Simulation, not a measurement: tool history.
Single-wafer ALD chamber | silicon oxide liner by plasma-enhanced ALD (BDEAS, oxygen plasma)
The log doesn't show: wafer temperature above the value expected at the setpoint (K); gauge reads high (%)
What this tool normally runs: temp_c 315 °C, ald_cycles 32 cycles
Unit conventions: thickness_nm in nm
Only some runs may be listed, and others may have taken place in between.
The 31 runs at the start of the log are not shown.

run      day  temp_c  ald_cycles  wafers since the last listed run  hours since the last thermocouple change  hours since the gauge calibration  read-back reference wafer on the same gauge, thickness_nm  thickness_nm
 32  134.667     329          38                               895                                    1275.1                              637.1                                                      3.045         3.132
 33  137.979     315          32                               978                                    1354.6                              716.6                                                      3.044         2.683
 34  142.054     325          37                              1203                                    1452.4                              814.4                                                      3.045         3.052
 35  143.838     321          32                               526                                    1495.2                              857.2                                                      3.044         2.650
 36  148.104     315          30                              1259                                    1597.6                              959.6                                                      3.041         2.515
 37  152.200     315          32                              1209                                    1695.9                             1057.9                                                      3.038         2.666
 38  155.383     322          37                               940                                    1772.3                             1134.3                                                      3.040         3.072
 39  157.504     315          35                               626                                    1823.2                             1185.2                                                      3.039         2.929
 40  160.525     303          36                               892                                    1895.7                             1257.7                                                      3.035         3.058

Predict each of these 5 candidate next runs independently; none follows another, all start after run 40:
  A  160.542     315          32                                 4                                    1896.1                             1258.1                                                          ?             ?
  B  160.542     321          29                                 4                                    1896.1                             1258.1                                                          ?             ?
  C  160.542     326          36                                 4                                    1896.1                             1258.1                                                          ?             ?
  D  160.542     303          37                                 4                                    1896.1                             1258.1                                                          ?             ?
  E  160.542     311          30                                 4                                    1896.1                             1258.1                                                          ?             ?

run  read-back reference wafer on the same gauge, thickness_nm  thickness_nm
  A                                                      3.037         2.668
  B                                                      3.037         2.399
  C                                                      3.037         2.959
  D                                                      3.037         3.131
  E                                                      3.037         2.513
Stripped of hidden state, with their random variation kept, the same runs would have yielded:
run  thickness_nm
  A         2.680
  B         2.410
  C         2.973
  D         3.145
  E         2.525

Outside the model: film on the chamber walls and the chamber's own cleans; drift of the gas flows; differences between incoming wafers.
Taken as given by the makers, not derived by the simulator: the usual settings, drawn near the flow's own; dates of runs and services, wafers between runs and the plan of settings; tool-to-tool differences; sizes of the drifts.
